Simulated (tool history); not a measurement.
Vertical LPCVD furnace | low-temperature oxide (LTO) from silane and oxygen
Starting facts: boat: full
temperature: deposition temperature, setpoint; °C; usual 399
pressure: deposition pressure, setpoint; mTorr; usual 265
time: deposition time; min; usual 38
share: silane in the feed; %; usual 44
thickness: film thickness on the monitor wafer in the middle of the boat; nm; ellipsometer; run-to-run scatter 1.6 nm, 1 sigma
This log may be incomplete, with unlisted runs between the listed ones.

run     day  temperature  pressure  time  share  read-back reference wafer on the same gauge, thickness  thickness
  1       0          399       265    38     44                                                   456.6     472.45
  2   2.604          399       265    38     44                                                   456.9     471.76
  3   5.629          399       265    38     44                                                  457.77     472.61
  4   7.329          399       265    38     44                                                  457.41     469.63
  5  10.383          403       265  30.5     44                                                  456.92     395.72
  6  13.504          403       265  30.5     44                                                  456.94     396.66
  7  17.379          399       265    38     38                                                  456.09     398.29
       19.1  -- gauge calibrated
  8  19.858          399       265    38     38                                                  457.01      397.1
     23.554  -- silane flow controller replaced
  9  23.904          399       265    38     38                                                  457.54      398.8
 10   25.95          399       300    38     44                                                  457.55     531.94
 11  27.675          411       290    38     44                                                  456.85     586.42
 12  31.008          399       265    45     44                                                  457.41     559.96
     33.392  -- pressure gauge zeroed
 13  33.412          399       265    38     49                                                   456.6     524.44
 14   36.25          399       265    38     44                                                  456.87     471.64
 15  39.888          399       265    38     44                                                  457.23     470.19
     41.808  -- thermocouples replaced and temperature profile calibrated
 16  42.804          408       265    38     44                                                  456.78     521.48

Forecast run 17:
 17  47.117          399       265    38     44                                                       ?          ?

{"run 17": {"read-back reference wafer on the same gauge, thickness": 457.37, "thickness": 473.14}}
With no hidden state in the tool, this same run would have given thickness 473.14 nm.
